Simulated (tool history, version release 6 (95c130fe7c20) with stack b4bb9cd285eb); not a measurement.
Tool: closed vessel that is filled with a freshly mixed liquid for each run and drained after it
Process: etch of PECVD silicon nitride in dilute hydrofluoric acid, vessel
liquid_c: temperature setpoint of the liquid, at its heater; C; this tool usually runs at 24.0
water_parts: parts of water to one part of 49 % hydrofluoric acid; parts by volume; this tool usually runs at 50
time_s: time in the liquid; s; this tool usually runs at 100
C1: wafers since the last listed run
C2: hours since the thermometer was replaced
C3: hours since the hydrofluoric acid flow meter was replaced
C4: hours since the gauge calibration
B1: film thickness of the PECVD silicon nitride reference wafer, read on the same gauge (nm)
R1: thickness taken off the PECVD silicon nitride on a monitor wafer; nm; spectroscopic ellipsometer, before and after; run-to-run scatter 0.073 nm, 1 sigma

Run 1, hour 0.0: usual settings; C1 0; C2 1695.4; C3 860.8; C4 511.5; B1 140.02. Result: R1 13.96 nm.
Run 2, hour 11.0: usual settings but liquid_c 21.5 C; C1 719; C2 1706.4; C3 871.8; C4 522.5; B1 140.00. Result: R1 11.79 nm.
Run 3, hour 21.6: usual settings but liquid_c 21.5 C; C1 693; C2 1717.0; C3 882.4; C4 533.1; B1 139.99. Result: R1 11.75 nm.
Run 4, hour 33.4: usual settings but liquid_c 21.5 C; C1 771; C2 1728.8; C3 894.2; C4 544.9; B1 140.02. Result: R1 11.65 nm.
Run 5, hour 43.5: usual settings; C1 660; C2 1738.9; C3 904.3; C4 555.0; B1 140.02. Result: R1 14.01 nm.
At hour 49.5: gauge calibrated.
Run 6, hour 55.5: usual settings; C1 784; C2 1750.9; C3 916.3; C4 6.0; B1 140.00. Result: R1 13.78 nm.
Run 7, hour 69.9: usual settings; C1 941; C2 1765.3; C3 930.7; C4 20.4; B1 139.97. Result: R1 14.01 nm.
At hour 81.9: hydrofluoric acid flow meter replaced.
Run 8, hour 82.6: usual settings; C1 765; C2 1778.0; C3 0.7; C4 33.1; B1 140.01. Result: R1 13.85 nm.
Run 9, hour 93.8: usual settings; C1 732; C2 1789.2; C3 11.9; C4 44.3; B1 139.99. Result: R1 14.01 nm.
Run 10, hour 108.6: usual settings; C1 967; C2 1804.0; C3 26.7; C4 59.1; B1 140.02. Result: R1 14.06 nm.
Run 11, hour 128.3: usual settings; C1 1288; C2 1823.7; C3 46.4; C4 78.8; B1 139.98. Result: R1 13.99 nm.
Run 12, hour 145.7: usual settings; C1 1137; C2 1841.1; C3 63.8; C4 96.2; B1 140.01. Result: R1 14.10 nm.
Run 13, hour 160.9: usual settings but liquid_c 26.5 C, water_parts 55 parts by volume, time_s 60 s; C1 994; C2 1856.3; C3 79.0; C4 111.4; B1 139.99. Result: R1 9.08 nm.
Run 14, hour 174.8: usual settings; C1 909; C2 1870.2; C3 92.9; C4 125.3; B1 140.02. Result: R1 14.25 nm.
Run 15, hour 187.1: usual settings but liquid_c 27.0 C, water_parts 60 parts by volume, time_s 85 s; C1 804; C2 1882.5; C3 105.2; C4 137.6; B1 140.02. Result: R1 12.09 nm.
Run 16, hour 196.9: usual settings but liquid_c 27.0 C, water_parts 70 parts by volume, time_s 45 s; C1 640; C2 1892.3; C3 115.0; C4 147.4; B1 140.00. Result: R1 5.55 nm.
Run 17, hour 214.9: usual settings but time_s 40 s; C1 1177; C2 1910.3; C3 133.0; C4 165.4; B1 140.01. Result: R1 5.67 nm.
Run 18, hour 231.8: usual settings but liquid_c 27.5 C, water_parts 60 parts by volume, time_s 40 s; C1 1105; C2 1927.2; C3 149.9; C4 182.3; B1 139.99. Result: R1 5.94 nm.
Run 19, hour 243.0: usual settings but liquid_c 26.5 C, water_parts 25 parts by volume, time_s 115 s; C1 732; C2 1938.4; C3 161.1; C4 193.5; B1 140.00. Result: R1 37.91 nm.
Run 20, hour 257.7: usual settings; C1 961; C2 1953.1; C3 175.8; C4 208.2; B1 140.02. Result: R1 14.16 nm.
Run 21, hour 275.3: usual settings but liquid_c 20.5 C, water_parts 25 parts by volume, time_s 60 s; C1 1150; C2 1970.7; C3 193.4; C4 225.8; B1 140.00. Result: R1 13.24 nm.
Run 22, hour 283.0: usual settings but liquid_c 20.5 C, time_s 145 s; C1 503; C2 1978.4; C3 201.1; C4 233.5; B1 139.99. Result: R1 16.22 nm.
Run 23, hour 296.7: usual settings; C1 895; C2 1992.1; C3 214.8; C4 247.2; B1 140.02. Result: R1 14.18 nm.
At hour 299.9: thermometer replaced.
Run 24, hour 304.6: usual settings but liquid_c 20.0 C, time_s 115 s; C1 451; C2 4.7; C3 222.7; C4 255.1; B1 140.00. Result: R1 10.55 nm.
Run 25, hour 321.4: usual settings but liquid_c 29.0 C, water_parts 60 parts by volume, time_s 65 s; C1 1098; C2 21.5; C3 239.5; C4 271.9; B1 140.01. Result: R1 9.07 nm.
Run 26, hour 334.5: usual settings; C1 856; C2 34.6; C3 252.6; C4 285.0; B1 140.01. Result: R1 12.08 nm.
Run 27, hour 344.1: usual settings but time_s 80 s; C1 627; C2 44.2; C3 262.2; C4 294.6; B1 139.98. Result: R1 9.68 nm.
Run 28, hour 360.3: usual settings but time_s 60 s; C1 1059; C2 60.4; C3 278.4; C4 310.8; B1 139.99. Result: R1 7.34 nm.
Run 29, hour 367.1: usual settings but liquid_c 20.5 C, water_parts 70 parts by volume, time_s 75 s; C1 444; C2 67.2; C3 285.2; C4 317.6; B1 140.00. Result: R1 5.18 nm.
Run 30, hour 380.9: usual settings but liquid_c 21.5 C, water_parts 40 parts by volume, time_s 45 s; C1 902; C2 81.0; C3 299.0; C4 331.4; B1 140.00. Result: R1 5.68 nm.
Run 31, hour 390.2: usual settings but water_parts 70 parts by volume, time_s 40 s; C1 608; C2 90.3; C3 308.3; C4 340.7; B1 139.98. Result: R1 3.48 nm.
Run 32, hour 400.0: usual settings but liquid_c 22.0 C, water_parts 35 parts by volume, time_s 120 s; C1 640; C2 100.1; C3 318.1; C4 350.5; B1 140.01. Result: R1 18.01 nm.
Run 33, hour 412.3: usual settings but liquid_c 21.5 C, time_s 125 s; C1 804; C2 112.4; C3 330.4; C4 362.8; B1 139.99. Result: R1 12.79 nm.

Predict each of these 3 candidate next runs independently; none follows another, all start after run 33:
Run A, hour 413.0: usual settings; C1 45; C2 113.1; C3 331.1; C4 363.5; B1 ?. Result: R1 ?.
Run B, hour 413.0: usual settings but liquid_c 20.0 C, water_parts 65 parts by volume, time_s 130 s; C1 45; C2 113.1; C3 331.1; C4 363.5; B1 ?. Result: R1 ?.
Run C, hour 413.0: usual settings but water_parts 70 parts by volume, time_s 120 s; C1 45; C2 113.1; C3 331.1; C4 363.5; B1 ?. Result: R1 ?.

run      B1     R1
  A  140.02  12.29
  B  140.02   9.41
  C  140.02  10.59
With the hidden condition removed and each run's random variation left untouched, the same runs would have given:
run     R1
  A  11.94
  B   9.14
  C  10.30

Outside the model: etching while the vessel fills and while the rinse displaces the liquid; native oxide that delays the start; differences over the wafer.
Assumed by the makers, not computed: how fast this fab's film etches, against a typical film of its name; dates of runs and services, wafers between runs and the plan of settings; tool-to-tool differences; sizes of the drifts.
